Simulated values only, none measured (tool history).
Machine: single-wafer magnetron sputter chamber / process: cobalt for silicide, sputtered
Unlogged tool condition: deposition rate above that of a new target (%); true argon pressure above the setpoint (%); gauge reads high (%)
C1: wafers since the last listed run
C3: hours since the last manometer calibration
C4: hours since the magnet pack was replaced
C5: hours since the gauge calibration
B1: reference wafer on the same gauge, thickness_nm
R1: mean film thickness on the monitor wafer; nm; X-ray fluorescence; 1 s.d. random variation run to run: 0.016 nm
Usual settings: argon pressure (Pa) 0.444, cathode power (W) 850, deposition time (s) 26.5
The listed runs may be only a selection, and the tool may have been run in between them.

Run 1, hour 0.0: usual settings; C1 0; wafers on the sputter target 2770; C3 1382.0; C4 11815.3; C5 459.4; B1 10.604. Result: R1 10.667 nm.
Run 2, hour 23.3: usual settings but argon pressure (Pa) 0.304; C1 318; wafers on the sputter target 3088; C3 1405.3; C4 11838.6; C5 482.7; B1 10.607. Result: R1 11.154 nm.
Run 3, hour 44.8: usual settings but argon pressure (Pa) 0.304; C1 293; wafers on the sputter target 3381; C3 1426.8; C4 11860.1; C5 504.2; B1 10.606. Result: R1 11.111 nm.
Run 4, hour 83.9: usual settings but argon pressure (Pa) 0.304; C1 533; wafers on the sputter target 3915; C3 1465.9; C4 11899.2; C5 543.3; B1 10.598. Result: R1 11.124 nm.
Run 5, hour 111.2: usual settings but deposition time (s) 24.2; C1 372; wafers on the sputter target 4288; C3 1493.2; C4 11926.5; C5 570.6; B1 10.598. Result: R1 9.724 nm.
Run 6, hour 150.7: usual settings but deposition time (s) 24.2; C1 539; wafers on the sputter target 4827; C3 1532.7; C4 11966.0; C5 610.1; B1 10.604. Result: R1 9.702 nm.
Run 7, hour 181.2: usual settings but deposition time (s) 24.2; C1 416; wafers on the sputter target 5244; C3 1563.2; C4 11996.5; C5 640.6; B1 10.609. Result: R1 9.689 nm.
At hour 254.6: gauge calibrated.
Run 8, hour 257.0: usual settings; C1 1035; wafers on the sputter target 6279; C3 1639.0; C4 12072.3; C5 2.4; B1 10.601. Result: R1 10.568 nm.
Run 9, hour 274.8: usual settings; C1 243; wafers on the sputter target 6522; C3 1656.8; C4 12090.1; C5 20.2; B1 10.593. Result: R1 10.560 nm.
Run 10, hour 308.7: usual settings; C1 462; wafers on the sputter target 6985; C3 1690.7; C4 12124.0; C5 54.1; B1 10.591. Result: R1 10.534 nm.
Run 11, hour 340.7: usual settings; C1 436; wafers on the sputter target 7422; C3 1722.7; C4 12156.0; C5 86.1; B1 10.595. Result: R1 10.491 nm.
At hour 348.8: capacitance manometer re-zeroed and calibrated.
At hour 360.3: magnet pack replaced.
Run 12, hour 363.2: usual settings but cathode power (W) 900; C1 88; wafers on the sputter target 7511; C3 14.4; C4 2.9; C5 108.6; B1 10.596. Result: R1 11.323 nm.
At hour 403.0: sputter target and shields replaced.
Run 13, hour 403.5: usual settings but cathode power (W) 800, deposition time (s) 23.2; C1 441; wafers on the sputter target 6; C3 54.7; C4 43.2; C5 148.9; B1 10.596. Result: R1 8.946 nm.
Run 14, hour 425.7: usual settings; C1 303; wafers on the sputter target 309; C3 76.9; C4 65.4; C5 171.1; B1 10.599. Result: R1 10.853 nm.
Run 15, hour 460.2: usual settings but argon pressure (Pa) 0.359, cathode power (W) 950, deposition time (s) 22.4; C1 471; wafers on the sputter target 780; C3 111.4; C4 99.9; C5 205.6; B1 10.605. Result: R1 10.514 nm.
Run 16, hour 478.8: usual settings but cathode power (W) 1050, deposition time (s) 23.3; C1 253; wafers on the sputter target 1034; C3 130.0; C4 118.5; C5 224.2; B1 10.600. Result: R1 11.790 nm.
Run 17, hour 507.3: usual settings but cathode power (W) 950; C1 389; wafers on the sputter target 1423; C3 158.5; C4 147.0; C5 252.7; B1 10.602. Result: R1 12.110 nm.
Run 18, hour 535.0: usual settings but argon pressure (Pa) 0.353, cathode power (W) 950, deposition time (s) 24.5; C1 378; wafers on the sputter target 1802; C3 186.2; C4 174.7; C5 280.4; B1 10.602. Result: R1 11.483 nm.
Run 19, hour 556.4: usual settings but cathode power (W) 950, deposition time (s) 29.8; C1 292; wafers on the sputter target 2094; C3 207.6; C4 196.1; C5 301.8; B1 10.607. Result: R1 13.566 nm.
Run 20, hour 581.7: usual settings but argon pressure (Pa) 0.556, cathode power (W) 750; C1 345; wafers on the sputter target 2439; C3 232.9; C4 221.4; C5 327.1; B1 10.604. Result: R1 9.238 nm.
Run 21, hour 602.6: usual settings but deposition time (s) 21.3; C1 285; wafers on the sputter target 2725; C3 253.8; C4 242.3; C5 348.0; B1 10.598. Result: R1 8.679 nm.
Run 22, hour 617.1: usual settings but argon pressure (Pa) 0.304; C1 198; wafers on the sputter target 2923; C3 268.3; C4 256.8; C5 362.5; B1 10.604. Result: R1 11.261 nm.

What if the next run were any one of these 4? Each begins from the tool's condition after run 22:
Run A, hour 617.5: usual settings but argon pressure (Pa) 0.380; C1 5; wafers on the sputter target 2928; C3 268.7; C4 257.2; C5 362.9; B1 ?. Result: R1 ?.
Run B, hour 617.5: usual settings but deposition time (s) 28.2; C1 5; wafers on the sputter target 2928; C3 268.7; C4 257.2; C5 362.9; B1 ?. Result: R1 ?.
Run C, hour 617.5: usual settings but argon pressure (Pa) 0.499, cathode power (W) 1050, deposition time (s) 30.0; C1 5; wafers on the sputter target 2928; C3 268.7; C4 257.2; C5 362.9; B1 ?. Result: R1 ?.
Run D, hour 617.5: usual settings but argon pressure (Pa) 0.363, deposition time (s) 28.3; C1 5; wafers on the sputter target 2928; C3 268.7; C4 257.2; C5 362.9; B1 ?. Result: R1 ?.

run      B1      R1
  A  10.609  10.948
  B  10.609  11.436
  C  10.609  14.792
  D  10.609  11.750
With no hidden state in the tool, these same runs would have given:
run      R1
  A  11.072
  B  11.577
  C  14.987
  D  11.879
